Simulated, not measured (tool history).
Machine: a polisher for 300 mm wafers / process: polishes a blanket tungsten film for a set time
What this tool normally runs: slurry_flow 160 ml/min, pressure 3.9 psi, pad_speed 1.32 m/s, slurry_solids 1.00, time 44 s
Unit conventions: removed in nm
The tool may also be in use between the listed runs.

run	hour	slurry_flow	pressure	pad_speed	slurry_solids	time	wafers since the last listed run	wafers polished on this pad	hours since the slurry nozzle was cleaned	hours since the head pressure was calibrated	hours since the slurry blender was calibrated	hours since the slurry got fresh peroxide	incoming thickness of the incoming film, nm	removed
1	0.0	160	3.3	1.32	1.00	44	0	2415	63.4	192.4	299.7	23.5	1009.4	244.9
# hour 32.9: worn pad replaced by a new one
2	67.1	160	3.3	1.32	1.00	44	812	440	130.5	259.5	366.8	90.6	980.8	245.5
# hour 73.5: slurry blender recalibrated
3	143.2	160	3.9	1.32	1.10	44	954	1395	206.6	335.6	69.7	166.7	1014.1	301.6
# hour 214.8: head pressure recalibrated
# hour 226.5: slurry tank refilled with fresh slurry and peroxide
4	239.7	160	3.9	1.32	1.10	44	1204	2599	303.1	24.9	166.2	13.2	1010.5	297.4
# hour 290.2: worn pad replaced by a new one
5	290.7	160	3.9	1.32	1.10	44	605	6	354.1	75.9	217.2	64.2	1006.3	291.1
6	362.8	160	3.9	1.32	1.00	52	928	935	426.2	148.0	289.3	136.3	994.8	334.9
# hour 433.0: slurry tank refilled with fresh slurry and peroxide
7	451.5	160	3.9	1.32	1.00	44	1129	2065	514.9	236.7	378.0	18.5	1008.5	277.1
# hour 465.0: slurry blender recalibrated
# hour 528.0: worn pad replaced by a new one
8	529.9	160	3.9	1.32	1.00	44	932	24	593.3	315.1	64.9	96.9	996.1	290.0
9	615.9	160	3.9	1.32	1.00	30	1107	1132	679.3	401.1	150.9	182.9	995.2	188.1
# hour 643.1: slurry tank refilled with fresh slurry and peroxide
10	660.8	160	4.5	1.48	1.15	44	565	1697	724.2	446.0	195.8	17.7	1006.8	372.1
# hour 682.2: head pressure recalibrated
# hour 758.6: worn pad replaced by a new one
11	759.2	160	3.9	1.32	1.25	44	1190	7	822.6	77.0	294.2	116.1	1003.1	288.0
12	852.5	160	3.9	1.32	1.20	44	1201	1209	915.9	170.3	387.5	209.4	989.0	281.5
# hour 884.5: slurry tank refilled with fresh slurry and peroxide
# hour 896.2: slurry nozzle cleaned
# hour 910.6: slurry blender recalibrated
13	911.1	140	4.9	1.52	0.80	44	703	1912	14.9	228.9	0.5	26.6	987.1	410.0
14	975.6	145	3.9	1.32	1.00	48	830	2743	79.4	293.4	65.0	91.1	988.2	319.4
# hour 1007.7: worn pad replaced by a new one
15	1064.9	160	3.3	1.32	1.30	44	1098	736	168.7	382.7	154.3	180.4	982.0	266.1
# hour 1080.3: head pressure recalibrated
# hour 1122.9: slurry tank refilled with fresh slurry and peroxide
16	1123.4	125	3.9	1.32	0.80	44	714	1451	227.2	43.1	212.8	0.5	999.1	269.4
17	1161.2	160	3.9	1.32	1.00	30	486	1938	265.0	80.9	250.6	38.3	1006.5	196.7

How the hidden state differs across the entries between the runs, from the last listed run before each to the first after it:
Between runs 1 and 2: worn pad replaced by a new one (hour 32.9)
  slurry flow missing at the pad, %: 6.02 -> 8.41; abrasive missing from the slurry, %: 16 -> 19.2
  measured minus no-state result, removed: -11.3 -> -14.4 nm
Between runs 2 and 3: slurry blender recalibrated (hour 73.5)
  slurry flow missing at the pad, %: 8.41 -> 11.1; abrasive missing from the slurry, %: 19.2 -> 4.52
  measured minus no-state result, removed: -14.4 -> -8.5 nm
Between runs 3 and 4: head pressure recalibrated (hour 214.8); slurry tank refilled with fresh slurry and peroxide (hour 226.5)
  slurry flow missing at the pad, %: 11.1 -> 14.5; abrasive missing from the slurry, %: 4.52 -> 9.13
  measured minus no-state result, removed: -8.5 -> -13.5 nm
Between runs 4 and 5: worn pad replaced by a new one (hour 290.2)
  slurry flow missing at the pad, %: 14.5 -> 16.3; abrasive missing from the slurry, %: 9.13 -> 11.6
  measured minus no-state result, removed: -13.5 -> -16.0 nm
Between runs 6 and 7: slurry tank refilled with fresh slurry and peroxide (hour 433.0)
  slurry flow missing at the pad, %: 18.9 -> 22.1; abrasive missing from the slurry, %: 15 -> 19.2
  measured minus no-state result, removed: -23.0 -> -24.2 nm
Between runs 7 and 8: slurry blender recalibrated (hour 465.0); worn pad replaced by a new one (hour 528.0)
  slurry flow missing at the pad, %: 22.1 -> 24.8; abrasive missing from the slurry, %: 19.2 -> 5.31
  measured minus no-state result, removed: -24.2 -> -17.1 nm
Between runs 9 and 10: slurry tank refilled with fresh slurry and peroxide (hour 643.1)
  slurry flow missing at the pad, %: 27.9 -> 29.5; abrasive missing from the slurry, %: 9.42 -> 11.6
  measured minus no-state result, removed: -14.5 -> -32.4 nm
Between runs 10 and 11: head pressure recalibrated (hour 682.2); worn pad replaced by a new one (hour 758.6)
  slurry flow missing at the pad, %: 29.5 -> 33; abrasive missing from the slurry, %: 11.6 -> 16.3
  measured minus no-state result, removed: -32.4 -> -31.8 nm
Between runs 12 and 13: slurry tank refilled with fresh slurry and peroxide (hour 884.5); slurry nozzle cleaned (hour 896.2); slurry blender recalibrated (hour 910.6)
  slurry flow missing at the pad, %: 36.3 -> 3.71; abrasive missing from the slurry, %: 20.7 -> 0.536
  measured minus no-state result, removed: -37.6 -> -3.0 nm
Between runs 14 and 15: worn pad replaced by a new one (hour 1007.7)
  slurry flow missing at the pad, %: 6 -> 9.17; abrasive missing from the slurry, %: 3.62 -> 7.88
  measured minus no-state result, removed: -5.7 -> -8.7 nm
Between runs 15 and 16: head pressure recalibrated (hour 1080.3); slurry tank refilled with fresh slurry and peroxide (hour 1122.9)
  slurry flow missing at the pad, %: 9.17 -> 11.2; abrasive missing from the slurry, %: 7.88 -> 10.7
  measured minus no-state result, removed: -8.7 -> -12.5 nm
